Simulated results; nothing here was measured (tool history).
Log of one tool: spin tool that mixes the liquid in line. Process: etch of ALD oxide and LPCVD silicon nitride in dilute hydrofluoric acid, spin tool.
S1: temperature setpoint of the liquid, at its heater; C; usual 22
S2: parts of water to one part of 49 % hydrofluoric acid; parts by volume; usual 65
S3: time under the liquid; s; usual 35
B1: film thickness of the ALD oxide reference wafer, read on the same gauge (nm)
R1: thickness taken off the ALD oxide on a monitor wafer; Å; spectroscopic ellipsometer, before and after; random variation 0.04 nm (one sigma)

run     day    S1  S2  S3      B1     R1
  1       0    22  65  35  130.01   67.9
  2   4.067    22  65  35     130   67.8
      6.396  -- thermometer replaced
  3   7.075    22  65  35  129.98   68.2
  4   9.896    22  65  35  130.02     68
  5  13.217    22  65  45  129.99   87.4
  6  15.608    22  65  35  129.93   67.9
  7  18.112    22  65  35     130   68.3
  8  20.125    22  65  35  130.02   67.4
  9  23.483    22  65  35  130.04   67.7
     27.667  -- hydrofluoric acid flow meter replaced
 10  27.688    22  65  35  130.01   68.5
 11  32.012    22  65  35  130.04   67.9
     33.975  -- thermometer replaced
 12  35.554    22  65  35  130.03   68.3
 13  38.596    22  65  35  130.06   67.6
 14  42.812  20.5  40  45  129.98  137.1
     44.933  -- gauge calibrated
 15  45.571    26  50  30  130.01   90.5
 16   48.25  17.5  80  50     130     64
 17  51.696    22  35  35  130.01    132
 18  57.625    22  65  35     130   67.7
     58.354  -- hydrofluoric acid flow meter replaced
     58.625  -- thermometer replaced
 19  60.058  26.5  95  40  129.97   61.3
 20  63.912  24.5  55  55  130.01  141.2
 21  67.388    27  50  20  129.96   63.5
 22  69.642    22  65  35  130.03   68.5
 23  71.921    19  80  40  129.99   54.5
 24  77.892    26  45  35  130.02  118.2
 25  79.612    27  65  35  130.01   82.3
 26  83.008  25.5  65  50  130.02  112.2

3 ways to go on from here, each from the tool as it stands after run 26. What would each give?
  A  83.025  18.5  65  35   ?   ?
  B  83.025    22  65  20   ?   ?
  C  83.025  23.5  65  55   ?   ?

run      B1     R1
  A  129.99   58.6
  B  129.99   38.8
  C  129.99  113.4
Without the tool's hidden state the same runs would have given:
run     R1
  A   58.6
  B   38.8
  C  113.4

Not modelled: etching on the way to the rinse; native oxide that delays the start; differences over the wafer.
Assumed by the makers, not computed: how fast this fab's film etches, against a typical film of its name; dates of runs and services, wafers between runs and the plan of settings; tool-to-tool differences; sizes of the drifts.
